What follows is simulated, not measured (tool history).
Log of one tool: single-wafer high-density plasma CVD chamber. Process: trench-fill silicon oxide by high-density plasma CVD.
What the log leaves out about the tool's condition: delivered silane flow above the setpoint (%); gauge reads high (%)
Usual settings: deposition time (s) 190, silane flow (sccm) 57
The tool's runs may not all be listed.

run	day	deposition time (s)	silane flow (sccm)	wafers since the last listed run	hours since the silane flow controller was replaced	hours since the gauge calibration	read-back reference wafer on the same gauge, thickness_nm	mean film thickness on the monitor wafer (Å)
1	0.000	190	57	0	1971.4	77.6	831.037	10028.21
2	0.575	190	57	127	1985.2	91.4	828.832	10082.02
3	4.175	190	57	800	2071.6	177.8	830.929	10136.53
4	5.396	190	57	271	2100.9	207.1	829.919	10131.91
# day 6.862: silane flow controller replaced
5	6.883	190	57	256	0.5	242.8	831.269	10189.01
6	7.625	190	57	164	18.3	260.6	828.652	10158.41
7	8.579	190	57	212	41.2	283.5	828.682	10084.27
8	9.396	190	57	181	60.8	303.1	829.520	10034.42
9	10.617	200	48	271	90.1	332.4	831.644	9357.43
# day 10.696: gauge calibrated
10	11.888	200	48	282	120.6	28.6	830.589	9272.60
11	12.600	178	57	158	137.7	45.7	830.732	9457.00
12	14.379	215	52	395	180.4	88.4	830.906	10599.04
13	15.200	190	68	182	200.1	108.1	828.817	11647.62
14	16.350	190	57	255	227.7	135.7	831.266	10098.46
15	17.096	190	57	165	245.6	153.6	830.077	9985.23
16	18.088	190	52	220	269.4	177.4	830.688	9498.78
17	19.379	207	50	287	300.4	208.4	832.507	9925.07
18	20.088	160	48	157	317.4	225.4	830.382	7452.05
19	20.896	217	65	179	336.8	244.8	830.142	12839.18
20	21.867	159	57	215	360.1	268.1	831.629	8453.01

Branching from run 20: 5 alternative next runs. What would each branch give?
A	21.888	216	57	4	360.6	268.6	?	?
B	21.888	222	51	4	360.6	268.6	?	?
C	21.888	190	63	4	360.6	268.6	?	?
D	21.888	164	49	4	360.6	268.6	?	?
E	21.888	190	62	4	360.6	268.6	?	?

run	read-back reference wafer on the same gauge, thickness_nm	mean film thickness on the monitor wafer (Å)
A	831.481	11471.38
B	831.481	10823.74
C	831.481	10917.58
D	831.481	7757.97
E	831.481	10779.75
What these runs would have given with no unlogged condition in the tool:
run	mean film thickness on the monitor wafer (Å)
A	11471.38
B	10823.74
C	10917.58
D	7757.97
E	10779.75
